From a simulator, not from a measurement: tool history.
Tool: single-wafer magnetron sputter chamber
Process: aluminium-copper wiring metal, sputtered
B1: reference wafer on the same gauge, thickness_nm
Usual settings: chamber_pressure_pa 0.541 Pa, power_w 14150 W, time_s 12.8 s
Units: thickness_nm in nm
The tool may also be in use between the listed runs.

Run 1, hour 0.0: usual settings; B1 303.775. Result: thickness_nm 271.805 nm.
Run 2, hour 45.8: usual settings; B1 303.900. Result: thickness_nm 274.998 nm.
At hour 53.6: gauge calibrated.
Run 3, hour 135.4: usual settings; B1 303.880. Result: thickness_nm 271.865 nm.
Run 4, hour 190.7: usual settings but power_w 15400 W; B1 303.871. Result: thickness_nm 292.402 nm.
At hour 382.6: sputter target and shields replaced.
Run 5, hour 404.9: usual settings but power_w 15400 W; B1 303.818. Result: thickness_nm 298.115 nm.
Run 6, hour 486.4: usual settings; B1 304.114. Result: thickness_nm 274.518 nm.
Run 7, hour 646.9: usual settings; B1 304.093. Result: thickness_nm 273.112 nm.
Run 8, hour 727.0: usual settings but power_w 16350 W; B1 304.005. Result: thickness_nm 307.935 nm.
At hour 788.5: capacitance manometer re-zeroed and calibrated.
Run 9, hour 791.6: usual settings but power_w 16350 W; B1 304.090. Result: thickness_nm 307.784 nm.
Run 10, hour 882.2: usual settings; B1 304.097. Result: thickness_nm 271.227 nm.
At hour 971.0: sputter target and shields replaced.
Run 11, hour 982.5: usual settings; B1 304.260. Result: thickness_nm 265.195 nm.
Run 12, hour 1037.5: usual settings; B1 303.777. Result: thickness_nm 261.374 nm.
At hour 1055.0: magnet pack replaced.
Run 13, hour 1086.0: usual settings; B1 303.941. Result: thickness_nm 262.168 nm.
Run 14, hour 1179.4: usual settings; B1 303.799. Result: thickness_nm 259.511 nm.
Run 15, hour 1287.4: usual settings but chamber_pressure_pa 0.676 Pa, power_w 17200 W; B1 304.180. Result: thickness_nm 291.811 nm.
Run 16, hour 1338.9: usual settings but time_s 15.1 s; B1 303.825. Result: thickness_nm 306.214 nm.
Run 17, hour 1438.8: usual settings but chamber_pressure_pa 0.685 Pa, power_w 17000 W, time_s 14.2 s; B1 304.041. Result: thickness_nm 318.534 nm.
Run 18, hour 1506.1: usual settings; B1 303.871. Result: thickness_nm 260.793 nm.
At hour 1545.6: sputter target and shields replaced, repeated, since the last time left the tool worse.
Run 19, hour 1550.7: usual settings but time_s 13.8 s; B1 303.921. Result: thickness_nm 300.966 nm.
Run 20, hour 1772.5: usual settings but chamber_pressure_pa 0.715 Pa, power_w 16900 W, time_s 15.3 s; B1 303.947. Result: thickness_nm 356.450 nm.
Run 21, hour 1863.5: usual settings but chamber_pressure_pa 0.392 Pa; B1 304.306. Result: thickness_nm 292.434 nm.
At hour 1895.9: gauge calibrated.
Run 22, hour 1943.3: usual settings but time_s 14.2 s; B1 304.160. Result: thickness_nm 302.669 nm.
Run 23, hour 2027.8: usual settings but power_w 15350 W; B1 303.843. Result: thickness_nm 291.037 nm.
At hour 2039.2: capacitance manometer re-zeroed and calibrated.
Run 24, hour 2125.9: usual settings but power_w 11500 W, time_s 14.7 s; B1 304.299. Result: thickness_nm 263.344 nm.
At hour 2137.4: sputter target and shields replaced.
Run 25, hour 2227.3: usual settings but chamber_pressure_pa 0.617 Pa, power_w 12550 W, time_s 14.5 s; B1 304.017. Result: thickness_nm 273.918 nm.
Run 26, hour 2270.4: usual settings but chamber_pressure_pa 0.406 Pa, power_w 16750 W; B1 303.645. Result: thickness_nm 336.038 nm.
Run 27, hour 2496.0: usual settings; B1 304.067. Result: thickness_nm 273.220 nm.
Run 28, hour 2579.5: usual settings; B1 303.848. Result: thickness_nm 272.971 nm.

4 ways to go on from here, each from the tool as it stands after run 28. What would each give?
Run A, hour 2579.9: usual settings but power_w 15450 W; B1 ?. Result: thickness_nm ?.
Run B, hour 2579.9: usual settings but power_w 13100 W; B1 ?. Result: thickness_nm ?.
Run C, hour 2579.9: usual settings but time_s 11.5 s; B1 ?. Result: thickness_nm ?.
Run D, hour 2579.9: usual settings but chamber_pressure_pa 0.719 Pa, power_w 17100 W, time_s 10.4 s; B1 ?. Result: thickness_nm ?.

run       B1  thickness_nm
  A  304.094       293.879
  B  304.094       256.155
  C  304.094       245.283
  D  304.094       242.039
Without the tool's hidden state the same runs would have given:
run  thickness_nm
  A       301.258
  B       262.586
  C       251.441
  D       248.116
